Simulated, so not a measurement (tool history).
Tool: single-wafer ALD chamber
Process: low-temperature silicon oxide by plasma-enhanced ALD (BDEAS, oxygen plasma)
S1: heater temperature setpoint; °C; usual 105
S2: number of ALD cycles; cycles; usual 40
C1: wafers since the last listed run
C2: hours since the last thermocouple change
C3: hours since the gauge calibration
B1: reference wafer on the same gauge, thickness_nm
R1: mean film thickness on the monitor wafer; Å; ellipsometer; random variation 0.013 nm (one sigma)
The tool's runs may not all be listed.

Run 1, day 0: usual settings; C1 0; C2 114; C3 966.5; B1 4.792. Result: R1 50.93 Å.
Run 2, day 1.225: usual settings but S1 116 °C; C1 253; C2 143.4; C3 995.9; B1 4.791. Result: R1 49.83 Å.
Run 3, day 2.167: usual settings but S2 36 cycles; C1 195; C2 166; C3 1018.5; B1 4.792. Result: R1 45.93 Å.
Run 4, day 2.696: usual settings but S2 36 cycles; C1 109; C2 178.7; C3 1031.2; B1 4.791. Result: R1 45.79 Å.
Run 5, day 3.712: usual settings but S1 94 °C; C1 210; C2 203.1; C3 1055.6; B1 4.791. Result: R1 51.96 Å.
Run 6, day 4.7: usual settings but S2 44 cycles; C1 204; C2 226.8; C3 1079.3; B1 4.789. Result: R1 55.71 Å.
Run 7, day 5.508: usual settings but S2 44 cycles; C1 167; C2 246.2; C3 1098.7; B1 4.791. Result: R1 55.87 Å.
Run 8, day 6.817: usual settings but S1 96 °C, S2 43 cycles; C1 271; C2 277.6; C3 1130.1; B1 4.791. Result: R1 55.31 Å.
Run 9, day 7.788: usual settings but S1 96 °C, S2 43 cycles; C1 201; C2 300.9; C3 1153.4; B1 4.79. Result: R1 55.48 Å.
Run 10, day 8.846: usual settings; C1 219; C2 326.3; C3 1178.8; B1 4.791. Result: R1 50.8 Å.
Run 11, day 9.646: usual settings; C1 165; C2 345.5; C3 1198; B1 4.79. Result: R1 50.61 Å.
Run 12, day 10.333: usual settings but S1 95 °C; C1 142; C2 362; C3 1214.5; B1 4.789. Result: R1 51.74 Å.
Run 13, day 11.229: usual settings but S1 95 °C; C1 185; C2 383.5; C3 1236; B1 4.793. Result: R1 51.66 Å.
Run 14, day 12.192: usual settings; C1 199; C2 406.6; C3 1259.1; B1 4.795. Result: R1 50.73 Å.
Run 15, day 13.117: usual settings; C1 191; C2 428.8; C3 1281.3; B1 4.79. Result: R1 50.43 Å.
Run 16, day 13.942: usual settings; C1 171; C2 448.6; C3 1301.1; B1 4.791. Result: R1 50.5 Å.
Run 17, day 14.779: usual settings; C1 173; C2 468.7; C3 1321.2; B1 4.786. Result: R1 50.48 Å.
Run 18, day 15.629: usual settings; C1 176; C2 489.1; C3 1341.6; B1 4.789. Result: R1 50.58 Å.
Run 19, day 16.438: usual settings but S1 96 °C, S2 42 cycles; C1 167; C2 508.5; C3 1361; B1 4.787. Result: R1 53.97 Å.
At day 17.079: gauge calibrated.
Run 20, day 17.804: usual settings but S1 96 °C, S2 42 cycles; C1 283; C2 541.3; C3 17.4; B1 4.788. Result: R1 53.72 Å.
Run 21, day 19.092: usual settings but S1 96 °C, S2 42 cycles; C1 266; C2 572.2; C3 48.3; B1 4.793. Result: R1 53.89 Å.
Run 22, day 20.525: usual settings but S2 36 cycles; C1 297; C2 606.6; C3 82.7; B1 4.787. Result: R1 45.55 Å.
Run 23, day 21.396: usual settings but S1 90 °C, S2 44 cycles; C1 180; C2 627.5; C3 103.6; B1 4.791. Result: R1 57.46 Å.
Run 24, day 22.579: usual settings but S2 43 cycles; C1 245; C2 655.9; C3 132; B1 4.788. Result: R1 54.31 Å.
Run 25, day 23.079: usual settings but S1 95 °C, S2 44 cycles; C1 103; C2 667.9; C3 144; B1 4.79. Result: R1 56.55 Å.
Run 26, day 24.325: usual settings but S1 112 °C, S2 38 cycles; C1 258; C2 697.8; C3 173.9; B1 4.789. Result: R1 47.36 Å.
Run 27, day 25.675: usual settings but S1 92 °C; C1 279; C2 730.2; C3 206.3; B1 4.791. Result: R1 51.52 Å.
Run 28, day 26.971: usual settings but S2 48 cycles; C1 268; C2 761.3; C3 237.4; B1 4.787. Result: R1 60.53 Å.
Run 29, day 27.808: usual settings but S1 99 °C, S2 44 cycles; C1 173; C2 781.4; C3 257.5; B1 4.786. Result: R1 55.92 Å.
At day 30.033: thermocouple changed; heater temperature recalibrated.
Run 30, day 31.867: usual settings; C1 772; C2 44; C3 354.9; B1 4.791. Result: R1 51.12 Å.
Run 31, day 33.312: usual settings; C1 299; C2 78.7; C3 389.6; B1 4.791. Result: R1 50.78 Å.
Run 32, day 34.275: usual settings but S1 99 °C, S2 44 cycles; C1 199; C2 101.8; C3 412.7; B1 4.791. Result: R1 56.27 Å.
Run 33, day 35.133: usual settings but S1 95 °C, S2 42 cycles; C1 177; C2 122.4; C3 433.3; B1 4.797. Result: R1 54.49 Å.
Run 34, day 36.5: usual settings but S2 46 cycles; C1 283; C2 155.2; C3 466.1; B1 4.791. Result: R1 58.27 Å.
Run 35, day 37.679: usual settings but S1 111 °C, S2 35 cycles; C1 244; C2 183.5; C3 494.4; B1 4.788. Result: R1 44 Å.
Run 36, day 38.579: usual settings; C1 186; C2 205.1; C3 516; B1 4.794. Result: R1 50.75 Å.
Run 37, day 39.475: usual settings but S1 98 °C, S2 42 cycles; C1 185; C2 226.6; C3 537.5; B1 4.79. Result: R1 54.02 Å.
Run 38, day 40.329: usual settings but S1 116 °C, S2 44 cycles; C1 177; C2 247.1; C3 558; B1 4.788. Result: R1 54.74 Å.
Run 39, day 41.792: usual settings; C1 303; C2 282.2; C3 593.1; B1 4.789. Result: R1 50.86 Å.
Run 40, day 45.096: usual settings; C1 684; C2 361.5; C3 672.4; B1 4.786. Result: R1 50.77 Å.
Run 41, day 45.867: usual settings; C1 159; C2 380; C3 690.9; B1 4.793. Result: R1 50.43 Å.
Run 42, day 46.4: usual settings but S1 110 °C; C1 110; C2 392.8; C3 703.7; B1 4.788. Result: R1 49.94 Å.
Run 43, day 46.967: usual settings but S2 34 cycles; C1 117; C2 406.4; C3 717.3; B1 4.789. Result: R1 42.94 Å.

The same runs without the tool's hidden state, with the same run-to-run variation:
The hidden state here: wafer temperature above the value expected at the setpoint (K); gauge reads high (%).
run     R1
  1  50.97
  2  49.89
  3  45.99
  4  45.86
  5  52.14
  6  55.82
  7  55.99
  8  55.58
  9  55.78
 10  50.95
 11  50.77
 12  52.09
 13  52.03
 14  50.93
 15  50.64
 16  50.71
 17  50.71
 18  50.82
 19   54.5
 20  54.28
 21  54.47
 22  45.82
 23  58.15
 24  54.67
 25  57.29
 26  47.69
 27  52.26
 28  60.99
 29  56.38
 30  51.13
 31  50.81
 32  56.34
 33  54.59
 34  58.34
 35  44.07
 36  50.84
 37  54.24
 38  54.87
 39     51
 40  50.95
 41  50.61
 42  50.13
 43  43.11
